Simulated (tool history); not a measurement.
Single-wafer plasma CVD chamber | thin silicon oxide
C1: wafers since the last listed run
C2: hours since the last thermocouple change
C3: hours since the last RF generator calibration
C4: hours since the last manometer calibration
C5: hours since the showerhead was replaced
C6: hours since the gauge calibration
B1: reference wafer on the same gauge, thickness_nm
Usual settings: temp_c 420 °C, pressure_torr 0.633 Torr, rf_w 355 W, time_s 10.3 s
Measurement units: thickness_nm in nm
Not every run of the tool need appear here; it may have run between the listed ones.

{"run": 1, "hour": 0.0, "temp_c": 429, "pressure_torr": 0.633, "rf_w": 355, "time_s": 10.3, "C1": 0, "C2": 1109.6, "C3": 1626.8, "C4": 1732.6, "C5": 4670.9, "C6": 207.1, "B1": 12.496, "thickness_nm": 15.523}
{"run": 2, "hour": 15.9, "temp_c": 429, "pressure_torr": 0.633, "rf_w": 355, "time_s": 10.3, "C1": 437, "C2": 1125.5, "C3": 1642.7, "C4": 1748.5, "C5": 4686.8, "C6": 223, "B1": 12.496, "thickness_nm": 15.477}
{"run": 3, "hour": 29.2, "temp_c": 420, "pressure_torr": 0.633, "rf_w": 355, "time_s": 10.3, "C1": 365, "C2": 1138.8, "C3": 1656, "C4": 1761.8, "C5": 4700.1, "C6": 236.3, "B1": 12.494, "thickness_nm": 15.585}
{"hour": 51.1, "done": "gauge calibrated"}
{"run": 4, "hour": 53.5, "temp_c": 420, "pressure_torr": 0.633, "rf_w": 355, "time_s": 10.3, "C1": 668, "C2": 1163.1, "C3": 1680.3, "C4": 1786.1, "C5": 4724.4, "C6": 2.4, "B1": 12.507, "thickness_nm": 15.587}
{"run": 5, "hour": 71.1, "temp_c": 420, "pressure_torr": 0.633, "rf_w": 355, "time_s": 10.3, "C1": 484, "C2": 1180.7, "C3": 1697.9, "C4": 1803.7, "C5": 4742, "C6": 20, "B1": 12.497, "thickness_nm": 15.559}
{"run": 6, "hour": 88.2, "temp_c": 420, "pressure_torr": 0.633, "rf_w": 355, "time_s": 10.3, "C1": 470, "C2": 1197.8, "C3": 1715, "C4": 1820.8, "C5": 4759.1, "C6": 37.1, "B1": 12.499, "thickness_nm": 15.578}
{"run": 7, "hour": 95.2, "temp_c": 420, "pressure_torr": 0.633, "rf_w": 355, "time_s": 10.3, "C1": 192, "C2": 1204.8, "C3": 1722, "C4": 1827.8, "C5": 4766.1, "C6": 44.1, "B1": 12.508, "thickness_nm": 15.569}
{"run": 8, "hour": 103.7, "temp_c": 420, "pressure_torr": 0.633, "rf_w": 355, "time_s": 10.3, "C1": 233, "C2": 1213.3, "C3": 1730.5, "C4": 1836.3, "C5": 4774.6, "C6": 52.6, "B1": 12.5, "thickness_nm": 15.549}
{"run": 9, "hour": 117.0, "temp_c": 420, "pressure_torr": 0.633, "rf_w": 355, "time_s": 10.3, "C1": 365, "C2": 1226.6, "C3": 1743.8, "C4": 1849.6, "C5": 4787.9, "C6": 65.9, "B1": 12.502, "thickness_nm": 15.571}
{"hour": 143.3, "done": "RF generator calibrated"}
{"run": 10, "hour": 150.5, "temp_c": 420, "pressure_torr": 0.633, "rf_w": 395, "time_s": 8.8, "C1": 701, "C2": 1260.1, "C3": 7.2, "C4": 1883.1, "C5": 4821.4, "C6": 99.4, "B1": 12.503, "thickness_nm": 14.25}
{"hour": 161.0, "done": "thermocouple changed; heater temperature recalibrated"}
{"run": 11, "hour": 161.9, "temp_c": 420, "pressure_torr": 0.633, "rf_w": 395, "time_s": 8.8, "C1": 93, "C2": 0.9, "C3": 18.6, "C4": 1894.5, "C5": 4832.8, "C6": 110.8, "B1": 12.498, "thickness_nm": 14.243}
{"hour": 180.9, "done": "capacitance manometer re-zeroed and calibrated"}
{"run": 12, "hour": 181.4, "temp_c": 408, "pressure_torr": 0.633, "rf_w": 355, "time_s": 8.8, "C1": 316, "C2": 20.4, "C3": 38.1, "C4": 0.5, "C5": 4852.3, "C6": 130.3, "B1": 12.497, "thickness_nm": 13.226}
{"run": 13, "hour": 184.6, "temp_c": 420, "pressure_torr": 0.476, "rf_w": 415, "time_s": 10.3, "C1": 88, "C2": 23.6, "C3": 41.3, "C4": 3.7, "C5": 4855.5, "C6": 133.5, "B1": 12.496, "thickness_nm": 12.047}
{"hour": 196.8, "done": "showerhead replaced"}
{"run": 14, "hour": 198.2, "temp_c": 425, "pressure_torr": 0.633, "rf_w": 390, "time_s": 10.3, "C1": 154, "C2": 37.2, "C3": 54.9, "C4": 17.3, "C5": 1.4, "C6": 147.1, "B1": 12.499, "thickness_nm": 15.738}
{"run": 15, "hour": 212.6, "temp_c": 432, "pressure_torr": 0.682, "rf_w": 395, "time_s": 11.1, "C1": 396, "C2": 51.6, "C3": 69.3, "C4": 31.7, "C5": 15.8, "C6": 161.5, "B1": 12.502, "thickness_nm": 18.231}
{"run": 16, "hour": 227.8, "temp_c": 410, "pressure_torr": 0.633, "rf_w": 295, "time_s": 10.3, "C1": 418, "C2": 66.8, "C3": 84.5, "C4": 46.9, "C5": 31, "C6": 176.7, "B1": 12.493, "thickness_nm": 14.581}
{"run": 17, "hour": 239.8, "temp_c": 420, "pressure_torr": 0.633, "rf_w": 400, "time_s": 12.1, "C1": 330, "C2": 78.8, "C3": 96.5, "C4": 58.9, "C5": 43, "C6": 188.7, "B1": 12.503, "thickness_nm": 18.697}
{"run": 18, "hour": 252.9, "temp_c": 427, "pressure_torr": 0.585, "rf_w": 380, "time_s": 12.1, "C1": 360, "C2": 91.9, "C3": 109.6, "C4": 72, "C5": 56.1, "C6": 201.8, "B1": 12.498, "thickness_nm": 16.987}
{"run": 19, "hour": 280.4, "temp_c": 428, "pressure_torr": 0.544, "rf_w": 315, "time_s": 10.3, "C1": 756, "C2": 119.4, "C3": 137.1, "C4": 99.5, "C5": 83.6, "C6": 229.3, "B1": 12.5, "thickness_nm": 12.664}
{"run": 20, "hour": 290.3, "temp_c": 431, "pressure_torr": 0.633, "rf_w": 355, "time_s": 10.3, "C1": 272, "C2": 129.3, "C3": 147, "C4": 109.4, "C5": 93.5, "C6": 239.2, "B1": 12.497, "thickness_nm": 15.316}
{"run": 21, "hour": 296.8, "temp_c": 420, "pressure_torr": 0.556, "rf_w": 375, "time_s": 9.2, "C1": 178, "C2": 135.8, "C3": 153.5, "C4": 115.9, "C5": 100, "C6": 245.7, "B1": 12.503, "thickness_nm": 12.294}
{"run": 22, "hour": 304.5, "temp_c": 420, "pressure_torr": 0.633, "rf_w": 355, "time_s": 10.3, "C1": 211, "C2": 143.5, "C3": 161.2, "C4": 123.6, "C5": 107.7, "C6": 253.4, "B1": 12.502, "thickness_nm": 15.385}
{"run": 23, "hour": 313.3, "temp_c": 407, "pressure_torr": 0.703, "rf_w": 335, "time_s": 12, "C1": 242, "C2": 152.3, "C3": 170, "C4": 132.4, "C5": 116.5, "C6": 262.2, "B1": 12.494, "thickness_nm": 19.718}
{"run": 24, "hour": 326.5, "temp_c": 420, "pressure_torr": 0.633, "rf_w": 355, "time_s": 10.3, "C1": 363, "C2": 165.5, "C3": 183.2, "C4": 145.6, "C5": 129.7, "C6": 275.4, "B1": 12.503, "thickness_nm": 15.43}
{"run": 25, "hour": 339.4, "temp_c": 420, "pressure_torr": 0.704, "rf_w": 355, "time_s": 10.3, "C1": 354, "C2": 178.4, "C3": 196.1, "C4": 158.5, "C5": 142.6, "C6": 288.3, "B1": 12.5, "thickness_nm": 17.1}
{"hour": 342.4, "done": "gauge calibrated"}
{"run": 26, "hour": 351.9, "temp_c": 430, "pressure_torr": 0.633, "rf_w": 380, "time_s": 11.8, "C1": 343, "C2": 190.9, "C3": 208.6, "C4": 171, "C5": 155.1, "C6": 9.5, "B1": 12.505, "thickness_nm": 17.985}
{"run": 27, "hour": 363.9, "temp_c": 420, "pressure_torr": 0.703, "rf_w": 355, "time_s": 9.8, "C1": 330, "C2": 202.9, "C3": 220.6, "C4": 183, "C5": 167.1, "C6": 21.5, "B1": 12.5, "thickness_nm": 16.353}
{"run": 28, "hour": 373.9, "temp_c": 420, "pressure_torr": 0.633, "rf_w": 355, "time_s": 10.3, "C1": 275, "C2": 212.9, "C3": 230.6, "C4": 193, "C5": 177.1, "C6": 31.5, "B1": 12.495, "thickness_nm": 15.462}

What if the next run were any one of these 5? Each begins from the tool's condition after run 28:
{"run": "A", "hour": 374.3, "temp_c": 420, "pressure_torr": 0.586, "rf_w": 355, "time_s": 10.3, "C1": 11, "C2": 213.3, "C3": 231, "C4": 193.4, "C5": 177.5, "C6": 31.9, "B1": "?", "thickness_nm": "?"}
{"run": "B", "hour": 374.3, "temp_c": 420, "pressure_torr": 0.766, "rf_w": 415, "time_s": 10.3, "C1": 11, "C2": 213.3, "C3": 231, "C4": 193.4, "C5": 177.5, "C6": 31.9, "B1": "?", "thickness_nm": "?"}
{"run": "C", "hour": 374.3, "temp_c": 413, "pressure_torr": 0.633, "rf_w": 355, "time_s": 9.7, "C1": 11, "C2": 213.3, "C3": 231, "C4": 193.4, "C5": 177.5, "C6": 31.9, "B1": "?", "thickness_nm": "?"}
{"run": "D", "hour": 374.3, "temp_c": 420, "pressure_torr": 0.633, "rf_w": 325, "time_s": 10.3, "C1": 11, "C2": 213.3, "C3": 231, "C4": 193.4, "C5": 177.5, "C6": 31.9, "B1": "?", "thickness_nm": "?"}
{"run": "E", "hour": 374.3, "temp_c": 420, "pressure_torr": 0.778, "rf_w": 355, "time_s": 9.3, "C1": 11, "C2": 213.3, "C3": 231, "C4": 193.4, "C5": 177.5, "C6": 31.9, "B1": "?", "thickness_nm": "?"}

run=A B1=12.494 thickness_nm=14.253
run=B B1=12.494 thickness_nm=19.43
run=C B1=12.494 thickness_nm=14.566
run=D B1=12.494 thickness_nm=14.956
run=E B1=12.494 thickness_nm=16.967
The same runs, with their run-to-run variation unchanged, on a tool lacking any hidden condition would have given:
run=A thickness_nm=14.132
run=B thickness_nm=19.285
run=C thickness_nm=14.442
run=D thickness_nm=14.829
run=E thickness_nm=16.842
